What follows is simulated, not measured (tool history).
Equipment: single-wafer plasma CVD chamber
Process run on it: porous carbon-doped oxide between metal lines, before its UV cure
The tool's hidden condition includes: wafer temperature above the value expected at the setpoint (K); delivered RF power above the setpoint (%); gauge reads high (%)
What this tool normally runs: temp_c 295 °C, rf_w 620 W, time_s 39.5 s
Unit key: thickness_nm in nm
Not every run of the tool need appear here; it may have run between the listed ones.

run,day,temp_c,rf_w,time_s,wafers since the last listed run,hours since the last thermocouple change,hours since the last RF generator calibration,hours since the showerhead was replaced,hours since the gauge calibration,"read-back reference wafer on the same gauge, thickness_nm",thickness_nm
1,0.000,295,620,39.5,0,540.8,1909.5,1813.7,1872.6,282.996,251.139
2,2.558,295,620,39.5,1714,602.2,1970.9,1875.1,1934.0,282.723,249.767
3,4.288,295,620,39.5,1158,643.7,2012.4,1916.6,1975.5,282.940,249.751
4,6.933,295,620,39.5,1773,707.2,2075.9,1980.1,2039.0,283.154,250.279
5,8.308,291,620,39.5,921,740.2,2108.9,2013.1,2072.0,282.969,257.089
6,10.508,291,620,39.5,1474,793.0,2161.7,2065.9,2124.8,283.376,254.305
7,12.421,295,620,39.5,1281,838.9,2207.6,2111.8,2170.7,282.802,249.702
8,14.417,288,620,39.5,1337,886.8,2255.5,2159.7,2218.6,283.006,259.857
# day 20.296: RF generator calibrated
9,23.404,302,620,39.5,5799,1102.5,74.6,2375.4,2434.3,282.921,246.462
10,25.854,302,620,39.5,1641,1161.3,133.4,2434.2,2493.1,282.916,245.085
11,33.575,295,620,39.5,5173,1346.6,318.7,2619.5,2678.4,282.707,255.029
12,37.446,295,620,39.5,2593,1439.5,411.6,2712.4,2771.3,282.641,254.277
# day 37.504: gauge calibrated
13,39.775,295,620,39.5,1560,1495.4,467.5,2768.3,54.5,283.309,253.231
14,41.025,295,620,39.5,837,1525.4,497.5,2798.3,84.5,283.079,254.830
# day 42.838: showerhead replaced
15,42.946,295,620,33.3,1063,1571.5,543.6,2.6,130.6,283.072,215.089
16,44.404,295,620,44.1,977,1606.5,578.6,37.6,165.6,282.927,281.359
17,51.117,305,715,33.8,4498,1767.6,739.7,198.7,326.7,283.169,232.675
18,52.150,285,620,39.5,692,1792.4,764.5,223.5,351.5,283.217,267.756
19,54.212,284,620,39.5,1382,1841.9,814.0,273.0,401.0,282.839,270.065
# day 54.762: thermocouple changed; heater temperature recalibrated
20,55.608,310,565,43.4,711,20.3,847.5,306.5,434.5,283.376,239.864
21,57.379,309,580,45.8,1186,62.8,890.0,349.0,477.0,282.945,259.383
22,59.167,307,580,43.4,1197,105.7,932.9,391.9,519.9,283.154,247.665
23,62.100,295,620,39.5,1965,176.1,1003.3,462.3,590.3,283.047,253.532
24,63.392,291,730,33.0,865,207.1,1034.3,493.3,621.3,283.238,246.116
25,64.654,295,620,39.5,846,237.4,1064.6,523.6,651.6,283.098,254.239
26,67.417,306,620,34.8,1851,303.7,1130.9,589.9,717.9,282.962,211.378
27,69.725,295,570,39.5,1546,359.1,1186.3,645.3,773.3,283.007,235.980
28,78.308,284,620,32.0,5751,565.1,1392.3,851.3,979.3,282.634,217.524
29,79.346,295,620,39.5,695,590.0,1417.2,876.2,1004.2,282.986,251.992

What does the tool deliver on the next run?
30,81.225,295,555,32.3,1259,635.1,1462.3,921.3,1049.3,?,?

Logged for run 30: read-back reference wafer on the same gauge, thickness_nm 283.081, thickness_nm 188.437 nm.
The same run, on a tool lacking any hidden state, would have yielded thickness_nm 191.927 nm.
